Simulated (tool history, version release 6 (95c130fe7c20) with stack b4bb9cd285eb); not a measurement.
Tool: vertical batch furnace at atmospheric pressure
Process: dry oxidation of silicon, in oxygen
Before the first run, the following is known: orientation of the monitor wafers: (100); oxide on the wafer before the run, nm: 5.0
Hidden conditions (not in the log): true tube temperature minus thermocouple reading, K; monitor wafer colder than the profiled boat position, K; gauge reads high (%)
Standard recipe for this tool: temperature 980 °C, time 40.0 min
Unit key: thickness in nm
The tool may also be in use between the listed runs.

run	hour	temperature	time	wafers since the last listed run	hours since the last temperature calibration	hours since the boat lift was adjusted	hours since the gauge calibration	read-back reference wafer on the same gauge, thickness	thickness
1	0.0	980	40.0	0	1914.1	3458.8	260.6	33.71	31.69
2	63.6	980	40.0	726	1977.7	3522.4	324.2	33.71	31.84
3	89.5	980	40.0	295	2003.6	3548.3	350.1	33.73	31.62
4	116.1	980	35.5	303	2030.2	3574.9	376.7	33.71	29.64
5	129.9	980	40.0	157	2044.0	3588.7	390.5	33.70	31.69
6	144.6	980	40.0	167	2058.7	3603.4	405.2	33.70	31.78
# hour 194.6: thermocouples replaced and temperature profile calibrated
7	195.1	980	40.0	302	0.5	3653.9	455.7	33.71	30.39
8	200.4	980	40.0	60	5.8	3659.2	461.0	33.70	30.33
9	208.4	980	40.0	91	13.8	3667.2	469.0	33.68	30.41
# hour 219.2: gauge calibrated
10	239.9	980	52.0	359	45.3	3698.7	20.7	33.70	35.70
11	275.0	980	40.0	401	80.4	3733.8	55.8	33.69	30.45
12	296.8	996	27.5	249	102.2	3755.6	77.6	33.71	28.48
13	310.7	992	47.5	158	116.1	3769.5	91.5	33.69	37.41
# hour 350.2: boat lift adjusted
14	350.7	994	40.0	182	156.1	0.5	131.5	33.69	34.74
15	356.5	997	50.5	66	161.9	6.3	137.3	33.69	40.91
16	371.2	980	40.0	167	176.6	21.0	152.0	33.70	30.39
17	385.8	980	54.5	166	191.2	35.6	166.6	33.71	36.75
18	411.7	1002	53.0	295	217.1	61.5	192.5	33.71	44.28
19	437.2	980	47.5	291	242.6	87.0	218.0	33.72	33.81
20	472.4	1005	48.5	402	277.8	122.2	253.2	33.67	43.43

Here are 3 independent what-if runs from the current tool condition. What would each one return?
A	477.8	980	40.0	61	283.2	127.6	258.6	?	?
B	477.8	997	48.0	61	283.2	127.6	258.6	?	?
C	477.8	966	52.5	61	283.2	127.6	258.6	?	?

run	read-back reference wafer on the same gauge, thickness	thickness
A	33.69	30.62
B	33.69	39.87
C	33.69	32.57
With no hidden state in the tool, these same runs would have given:
run	thickness
A	30.35
B	39.43
C	32.30
